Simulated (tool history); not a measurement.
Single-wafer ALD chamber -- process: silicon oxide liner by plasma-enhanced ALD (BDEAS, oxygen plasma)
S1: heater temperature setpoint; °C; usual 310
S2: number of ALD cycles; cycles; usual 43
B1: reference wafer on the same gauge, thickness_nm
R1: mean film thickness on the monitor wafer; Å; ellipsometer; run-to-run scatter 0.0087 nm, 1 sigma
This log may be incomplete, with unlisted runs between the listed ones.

run 1 hour=0 | S1=310 S2=43 | B1=3.948 | R1=35.05
run 2 hour=49.5 | S1=310 S2=43 | B1=3.953 | R1=35.02
run 3 hour=93.8 | S1=310 S2=43 | B1=3.954 | R1=34.96
run 4 hour=139.8 | S1=310 S2=43 | B1=3.956 | R1=35.22
run 5 hour=326.5 | S1=302 S2=43 | B1=3.962 | R1=35.41
run 6 hour=414.8 | S1=302 S2=43 | B1=3.965 | R1=35.33
run 7 hour=496.9 | S1=302 S2=43 | B1=3.962 | R1=35.45
run 8 hour=566.5 | S1=310 S2=43 | B1=3.971 | R1=35.28
run 9 hour=643.7 | S1=310 S2=43 | B1=3.975 | R1=35.22
run 10 hour=742.1 | S1=310 S2=43 | B1=3.977 | R1=35.3
run 11 hour=795.5 | S1=310 S2=43 | B1=3.976 | R1=35.28
run 12 hour=881.4 | S1=310 S2=43 | B1=3.98 | R1=35.31
run 13 hour=937.4 | S1=310 S2=43 | B1=3.978 | R1=35.54
run 14 hour=1015 | S1=301 S2=43 | B1=3.989 | R1=35.76
run 15 hour=1053.7 | S1=301 S2=43 | B1=3.984 | R1=35.67
-- hour=1271.7 thermocouple changed; heater temperature recalibrated
run 16 hour=1293.8 | S1=301 S2=43 | B1=3.995 | R1=35.72
run 17 hour=1518.9 | S1=310 S2=43 | B1=3.999 | R1=35.57
run 18 hour=1722.8 | S1=310 S2=43 | B1=4.005 | R1=35.35
-- hour=1782.9 gauge calibrated
run 19 hour=1816.1 | S1=310 S2=43 | B1=3.893 | R1=34.36
run 20 hour=1889.8 | S1=310 S2=43 | B1=3.897 | R1=34.57
run 21 hour=1942 | S1=315 S2=43 | B1=3.897 | R1=34.23
run 22 hour=1990.9 | S1=315 S2=43 | B1=3.899 | R1=34.36
run 23 hour=2069.2 | S1=302 S2=39 | B1=3.902 | R1=31.79
run 24 hour=2157.8 | S1=310 S2=43 | B1=3.899 | R1=34.6
run 25 hour=2210.5 | S1=297 S2=43 | B1=3.909 | R1=35.36
run 26 hour=2259.2 | S1=310 S2=51 | B1=3.91 | R1=41.05
run 27 hour=2350 | S1=310 S2=43 | B1=3.912 | R1=34.75
run 28 hour=2439.3 | S1=310 S2=38 | B1=3.912 | R1=30.59
run 29 hour=2533.6 | S1=310 S2=35 | B1=3.915 | R1=28.23
run 30 hour=2590.6 | S1=310 S2=43 | B1=3.917 | R1=34.81
run 31 hour=2647 | S1=310 S2=43 | B1=3.918 | R1=34.75
run 32 hour=2732.9 | S1=310 S2=43 | B1=3.919 | R1=34.73
run 33 hour=2790.5 | S1=314 S2=51 | B1=3.924 | R1=40.95
run 34 hour=2862.9 | S1=301 S2=39 | B1=3.929 | R1=31.9
run 35 hour=2940.3 | S1=322 S2=38 | B1=3.93 | R1=30.39
run 36 hour=3013.1 | S1=323 S2=40 | B1=3.93 | R1=31.87
run 37 hour=3076.6 | S1=295 S2=49 | B1=3.933 | R1=40.97
run 38 hour=3150.5 | S1=297 S2=49 | B1=3.94 | R1=40.61
run 39 hour=3190.7 | S1=310 S2=35 | B1=3.939 | R1=28.37
run 40 hour=3270.6 | S1=310 S2=51 | B1=3.94 | R1=41.33
run 41 hour=3362.2 | S1=310 S2=43 | B1=3.94 | R1=34.93
run 42 hour=3424.4 | S1=310 S2=45 | B1=3.948 | R1=36.59
run 43 hour=3506.5 | S1=316 S2=48 | B1=3.945 | R1=38.57
run 44 hour=3572.9 | S1=310 S2=43 | B1=3.952 | R1=35.02
run 45 hour=3638.5 | S1=319 S2=47 | B1=3.95 | R1=37.79

3 options for the next run, each taken on its own from the tool as it stands now. Forecast them:
run A hour=3639 | S1=310 S2=43 | B1=? | R1=?
run B hour=3639 | S1=303 S2=43 | B1=? | R1=?
run C hour=3639 | S1=300 S2=48 | B1=? | R1=?

run=A B1=3.958 R1=34.99
run=B B1=3.958 R1=35.3
run=C B1=3.958 R1=39.55
Without the tool's unlogged condition, the same runs would have read:
run=A R1=34.72
run=B R1=35.02
run=C R1=39.24
